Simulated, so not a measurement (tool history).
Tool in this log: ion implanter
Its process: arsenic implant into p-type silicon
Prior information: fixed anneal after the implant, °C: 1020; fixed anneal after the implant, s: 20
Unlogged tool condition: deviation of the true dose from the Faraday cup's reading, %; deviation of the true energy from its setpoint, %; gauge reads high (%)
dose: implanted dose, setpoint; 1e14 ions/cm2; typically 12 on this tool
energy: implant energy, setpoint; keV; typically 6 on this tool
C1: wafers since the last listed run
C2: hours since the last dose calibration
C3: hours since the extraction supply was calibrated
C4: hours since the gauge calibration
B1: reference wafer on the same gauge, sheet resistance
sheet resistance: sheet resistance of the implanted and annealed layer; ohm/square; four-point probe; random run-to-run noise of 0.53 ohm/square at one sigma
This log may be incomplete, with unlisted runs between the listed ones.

{"run": 1, "hour": 0.0, "dose": 12, "energy": 4.5, "C1": 0, "C2": 853.1, "C3": 556.8, "C4": 372.3, "B1": 138.63, "sheet resistance": 138.8}
{"run": 2, "hour": 104.6, "dose": 12, "energy": 4.5, "C1": 1841, "C2": 957.7, "C3": 661.4, "C4": 476.9, "B1": 138.12, "sheet resistance": 139.65}
{"run": 3, "hour": 147.1, "dose": 12, "energy": 4.5, "C1": 748, "C2": 1000.2, "C3": 703.9, "C4": 519.4, "B1": 138.1, "sheet resistance": 139.02}
{"run": 4, "hour": 184.9, "dose": 12, "energy": 6, "C1": 665, "C2": 1038, "C3": 741.7, "C4": 557.2, "B1": 137.96, "sheet resistance": 134.21}
{"run": 5, "hour": 227.2, "dose": 12, "energy": 6, "C1": 744, "C2": 1080.3, "C3": 784, "C4": 599.5, "B1": 137.83, "sheet resistance": 135.06}
{"run": 6, "hour": 307.0, "dose": 12, "energy": 6, "C1": 1404, "C2": 1160.1, "C3": 863.8, "C4": 679.3, "B1": 137.22, "sheet resistance": 134.56}
{"run": 7, "hour": 380.2, "dose": 12, "energy": 6, "C1": 1288, "C2": 1233.3, "C3": 937, "C4": 752.5, "B1": 136.89, "sheet resistance": 134.11}
{"run": 8, "hour": 475.7, "dose": 12, "energy": 6, "C1": 1681, "C2": 1328.8, "C3": 1032.5, "C4": 848, "B1": 136.38, "sheet resistance": 133.52}
{"run": 9, "hour": 527.7, "dose": 12, "energy": 6, "C1": 915, "C2": 1380.8, "C3": 1084.5, "C4": 900, "B1": 135.94, "sheet resistance": 133.01}
{"run": 10, "hour": 567.6, "dose": 12, "energy": 6, "C1": 702, "C2": 1420.7, "C3": 1124.4, "C4": 939.9, "B1": 135.66, "sheet resistance": 133}
{"run": 11, "hour": 616.0, "dose": 12, "energy": 6, "C1": 852, "C2": 1469.1, "C3": 1172.8, "C4": 988.3, "B1": 135.37, "sheet resistance": 132.47}
{"hour": 744.5, "done": "gauge calibrated"}
{"run": 12, "hour": 802.7, "dose": 12, "energy": 6, "C1": 3286, "C2": 1655.8, "C3": 1359.5, "C4": 58.2, "B1": 138.62, "sheet resistance": 136.56}
{"run": 13, "hour": 906.1, "dose": 12, "energy": 6, "C1": 1820, "C2": 1759.2, "C3": 1462.9, "C4": 161.6, "B1": 138.41, "sheet resistance": 134.82}
{"run": 14, "hour": 1013.5, "dose": 12, "energy": 7, "C1": 1890, "C2": 1866.6, "C3": 1570.3, "C4": 269, "B1": 138.41, "sheet resistance": 134.12}
{"run": 15, "hour": 1049.9, "dose": 12, "energy": 6, "C1": 640, "C2": 1903, "C3": 1606.7, "C4": 305.4, "B1": 138.39, "sheet resistance": 136.27}
{"hour": 1134.1, "done": "Faraday cup replaced and dose calibrated"}
{"run": 16, "hour": 1137.0, "dose": 13.78, "energy": 7, "C1": 1392, "C2": 2.9, "C3": 1693.8, "C4": 392.5, "B1": 138.15, "sheet resistance": 126.6}
{"run": 17, "hour": 1173.6, "dose": 15.34, "energy": 8, "C1": 644, "C2": 39.5, "C3": 1730.4, "C4": 429.1, "B1": 138, "sheet resistance": 119.87}
{"run": 18, "hour": 1223.5, "dose": 13.94, "energy": 7, "C1": 878, "C2": 89.4, "C3": 1780.3, "C4": 479, "B1": 137.76, "sheet resistance": 126.7}
{"hour": 1287.7, "done": "extraction supply calibrated"}
{"run": 19, "hour": 1291.2, "dose": 15.44, "energy": 6, "C1": 1051, "C2": 157.1, "C3": 3.5, "C4": 546.7, "B1": 137.83, "sheet resistance": 123.83}
{"run": 20, "hour": 1393.4, "dose": 14.98, "energy": 6, "C1": 1799, "C2": 259.3, "C3": 105.7, "C4": 648.9, "B1": 137.23, "sheet resistance": 124.47}
{"run": 21, "hour": 1430.8, "dose": 13.53, "energy": 4.5, "C1": 658, "C2": 296.7, "C3": 143.1, "C4": 686.3, "B1": 136.85, "sheet resistance": 131.41}
{"run": 22, "hour": 1495.4, "dose": 13.96, "energy": 8, "C1": 1137, "C2": 361.3, "C3": 207.7, "C4": 750.9, "B1": 136.44, "sheet resistance": 123.38}
{"run": 23, "hour": 1551.2, "dose": 10.96, "energy": 5.5, "C1": 982, "C2": 417.1, "C3": 263.5, "C4": 806.7, "B1": 136.19, "sheet resistance": 139.51}
{"run": 24, "hour": 1637.8, "dose": 12, "energy": 6, "C1": 1524, "C2": 503.7, "C3": 350.1, "C4": 893.3, "B1": 135.64, "sheet resistance": 132.25}
{"run": 25, "hour": 1712.8, "dose": 13.89, "energy": 7.5, "C1": 1320, "C2": 578.7, "C3": 425.1, "C4": 968.3, "B1": 135.38, "sheet resistance": 122.4}
{"run": 26, "hour": 1799.4, "dose": 12, "energy": 4, "C1": 1524, "C2": 665.3, "C3": 511.7, "C4": 1054.9, "B1": 134.25, "sheet resistance": 137.19}
{"run": 27, "hour": 1903.8, "dose": 13.8, "energy": 5, "C1": 1837, "C2": 769.7, "C3": 616.1, "C4": 1159.3, "B1": 133.64, "sheet resistance": 126.09}

Forecast each of these 3 alternatives for the next run:
{"run": "A", "hour": 1904.2, "dose": 12, "energy": 6, "C1": 7, "C2": 770.1, "C3": 616.5, "C4": 1159.7, "B1": "?", "sheet resistance": "?"}
{"run": "B", "hour": 1904.2, "dose": 10.52, "energy": 7.5, "C1": 7, "C2": 770.1, "C3": 616.5, "C4": 1159.7, "B1": "?", "sheet resistance": "?"}
{"run": "C", "hour": 1904.2, "dose": 13.95, "energy": 7, "C1": 7, "C2": 770.1, "C3": 616.5, "C4": 1159.7, "B1": "?", "sheet resistance": "?"}

run=A B1=133.46 sheet_resistance=131.05
run=B B1=133.46 sheet_resistance=136.05
run=C B1=133.46 sheet_resistance=122.32
Without the tool's unlogged condition, the same runs would have read:
run=A sheet_resistance=136.39
run=B sheet_resistance=141.59
run=C sheet_resistance=127.3

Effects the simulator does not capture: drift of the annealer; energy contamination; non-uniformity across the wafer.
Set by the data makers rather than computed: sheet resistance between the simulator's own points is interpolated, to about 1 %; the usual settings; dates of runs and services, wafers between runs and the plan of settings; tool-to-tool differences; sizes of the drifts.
